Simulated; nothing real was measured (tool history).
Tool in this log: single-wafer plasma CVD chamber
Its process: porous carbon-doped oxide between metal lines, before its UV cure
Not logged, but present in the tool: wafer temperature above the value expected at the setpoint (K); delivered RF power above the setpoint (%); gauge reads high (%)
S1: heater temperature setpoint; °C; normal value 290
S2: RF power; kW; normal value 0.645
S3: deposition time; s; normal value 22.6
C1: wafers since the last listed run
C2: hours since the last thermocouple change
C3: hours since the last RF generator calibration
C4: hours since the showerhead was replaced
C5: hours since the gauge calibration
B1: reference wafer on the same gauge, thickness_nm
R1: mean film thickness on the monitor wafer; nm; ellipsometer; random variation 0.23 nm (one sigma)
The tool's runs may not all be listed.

{"run": 1, "day": 0.0, "S1": 290, "S2": 0.645, "S3": 19.5, "C1": 0, "C2": 2055.1, "C3": 2348.1, "C4": 3793.6, "C5": 147.4, "B1": 176.023, "R1": 123.689}
{"run": 2, "day": 0.512, "S1": 290, "S2": 0.645, "S3": 22.6, "C1": 313, "C2": 2067.4, "C3": 2360.4, "C4": 3805.9, "C5": 159.7, "B1": 175.957, "R1": 142.814}
{"run": 3, "day": 0.804, "S1": 290, "S2": 0.645, "S3": 20.4, "C1": 178, "C2": 2074.4, "C3": 2367.4, "C4": 3812.9, "C5": 166.7, "B1": 176.052, "R1": 129.038}
{"run": 4, "day": 1.196, "S1": 290, "S2": 0.645, "S3": 20.4, "C1": 239, "C2": 2083.8, "C3": 2376.8, "C4": 3822.3, "C5": 176.1, "B1": 176.003, "R1": 129.325}
{"run": 5, "day": 1.646, "S1": 290, "S2": 0.645, "S3": 20.4, "C1": 275, "C2": 2094.6, "C3": 2387.6, "C4": 3833.1, "C5": 186.9, "B1": 176.026, "R1": 129.199}
{"run": 6, "day": 1.996, "S1": 290, "S2": 0.645, "S3": 22.6, "C1": 214, "C2": 2103, "C3": 2396, "C4": 3841.5, "C5": 195.3, "B1": 176.027, "R1": 142.148}
{"run": 7, "day": 2.742, "S1": 290, "S2": 0.645, "S3": 22.6, "C1": 456, "C2": 2120.9, "C3": 2413.9, "C4": 3859.4, "C5": 213.2, "B1": 176.03, "R1": 142.456}
{"run": 8, "day": 3.442, "S1": 290, "S2": 0.645, "S3": 22.6, "C1": 428, "C2": 2137.7, "C3": 2430.7, "C4": 3876.2, "C5": 230, "B1": 176.033, "R1": 142.219}
{"day": 5.512, "done": "RF generator calibrated"}
{"run": 9, "day": 5.533, "S1": 290, "S2": 0.645, "S3": 22.6, "C1": 1075, "C2": 2187.9, "C3": 0.5, "C4": 3926.4, "C5": 280.2, "B1": 175.946, "R1": 155.653}
{"run": 10, "day": 5.679, "S1": 290, "S2": 0.645, "S3": 22.6, "C1": 89, "C2": 2191.4, "C3": 4, "C4": 3929.9, "C5": 283.7, "B1": 175.963, "R1": 156.367}
{"day": 5.925, "done": "gauge calibrated"}
{"day": 6.325, "done": "showerhead replaced"}
{"run": 11, "day": 6.421, "S1": 290, "S2": 0.645, "S3": 22.6, "C1": 249, "C2": 2209.2, "C3": 21.8, "C4": 2.3, "C5": 11.9, "B1": 176, "R1": 155.908}
{"run": 12, "day": 6.817, "S1": 290, "S2": 0.715, "S3": 22.6, "C1": 242, "C2": 2218.7, "C3": 31.3, "C4": 11.8, "C5": 21.4, "B1": 175.987, "R1": 171.8}
{"run": 13, "day": 7.421, "S1": 290, "S2": 0.715, "S3": 22.6, "C1": 369, "C2": 2233.2, "C3": 45.8, "C4": 26.3, "C5": 35.9, "B1": 176.033, "R1": 171.503}
{"run": 14, "day": 7.675, "S1": 290, "S2": 0.715, "S3": 22.6, "C1": 155, "C2": 2239.3, "C3": 51.9, "C4": 32.4, "C5": 42, "B1": 175.938, "R1": 171.396}
{"run": 15, "day": 8.192, "S1": 280, "S2": 0.585, "S3": 19.8, "C1": 315, "C2": 2251.7, "C3": 64.3, "C4": 44.8, "C5": 54.4, "B1": 175.921, "R1": 131.459}
{"run": 16, "day": 8.758, "S1": 301, "S2": 0.73, "S3": 19.5, "C1": 346, "C2": 2265.3, "C3": 77.9, "C4": 58.4, "C5": 68, "B1": 175.965, "R1": 143.006}
{"run": 17, "day": 9.071, "S1": 290, "S2": 0.645, "S3": 19.5, "C1": 191, "C2": 2272.8, "C3": 85.4, "C4": 65.9, "C5": 75.5, "B1": 176.056, "R1": 135.154}
{"run": 18, "day": 9.808, "S1": 282, "S2": 0.52, "S3": 22.6, "C1": 450, "C2": 2290.5, "C3": 103.1, "C4": 83.6, "C5": 93.2, "B1": 176.013, "R1": 129.324}
{"run": 19, "day": 10.3, "S1": 290, "S2": 0.645, "S3": 19.5, "C1": 300, "C2": 2302.3, "C3": 114.9, "C4": 95.4, "C5": 105, "B1": 175.98, "R1": 135.1}
{"run": 20, "day": 11.171, "S1": 300, "S2": 0.53, "S3": 24.6, "C1": 532, "C2": 2323.2, "C3": 135.8, "C4": 116.3, "C5": 125.9, "B1": 175.968, "R1": 130.229}
{"day": 11.579, "done": "thermocouple changed; heater temperature recalibrated"}
{"run": 21, "day": 11.6, "S1": 290, "S2": 0.645, "S3": 22.6, "C1": 58, "C2": 0.5, "C3": 146.1, "C4": 126.6, "C5": 136.2, "B1": 176.03, "R1": 150.507}
{"run": 22, "day": 12.108, "S1": 301, "S2": 0.745, "S3": 24.9, "C1": 310, "C2": 12.7, "C3": 158.3, "C4": 138.8, "C5": 148.4, "B1": 175.972, "R1": 178.666}
{"run": 23, "day": 12.571, "S1": 290, "S2": 0.725, "S3": 22.6, "C1": 282, "C2": 23.8, "C3": 169.4, "C4": 149.9, "C5": 159.5, "B1": 176.032, "R1": 168.206}
{"run": 24, "day": 13.312, "S1": 276, "S2": 0.565, "S3": 18.2, "C1": 453, "C2": 41.6, "C3": 187.2, "C4": 167.7, "C5": 177.3, "B1": 176.002, "R1": 115.292}
{"run": 25, "day": 13.704, "S1": 275, "S2": 0.645, "S3": 22.6, "C1": 239, "C2": 51, "C3": 196.6, "C4": 177.1, "C5": 186.7, "B1": 176.042, "R1": 163.451}
{"run": 26, "day": 14.162, "S1": 290, "S2": 0.55, "S3": 25, "C1": 280, "C2": 62, "C3": 207.6, "C4": 188.1, "C5": 197.7, "B1": 175.987, "R1": 140.539}
{"run": 27, "day": 14.754, "S1": 290, "S2": 0.645, "S3": 22.6, "C1": 361, "C2": 76.2, "C3": 221.8, "C4": 202.3, "C5": 211.9, "B1": 176.062, "R1": 150.868}
{"run": 28, "day": 15.383, "S1": 284, "S2": 0.645, "S3": 25.3, "C1": 384, "C2": 91.3, "C3": 236.9, "C4": 217.4, "C5": 227, "B1": 176.009, "R1": 173.559}
{"run": 29, "day": 16.05, "S1": 290, "S2": 0.645, "S3": 22.6, "C1": 407, "C2": 107.3, "C3": 252.9, "C4": 233.4, "C5": 243, "B1": 175.972, "R1": 151.039}

Consider 3 possible next runs. They are alternatives, not a sequence: every one starts from the tool as it was left by run 29. What does each give?
{"run": "A", "day": 16.067, "S1": 290, "S2": 0.645, "S3": 22.6, "C1": 10, "C2": 107.7, "C3": 253.3, "C4": 233.8, "C5": 243.4, "B1": "?", "R1": "?"}
{"run": "B", "day": 16.067, "S1": 284, "S2": 0.645, "S3": 22.6, "C1": 10, "C2": 107.7, "C3": 253.3, "C4": 233.8, "C5": 243.4, "B1": "?", "R1": "?"}
{"run": "C", "day": 16.067, "S1": 290, "S2": 0.645, "S3": 18.6, "C1": 10, "C2": 107.7, "C3": 253.3, "C4": 233.8, "C5": 243.4, "B1": "?", "R1": "?"}

run=A B1=176.12 R1=151.074
run=B B1=176.12 R1=156.076
run=C B1=176.12 R1=125.178
Had the tool no hidden state, the same runs would have come out as:
run=A R1=152.358
run=B R1=157.394
run=C R1=126.242
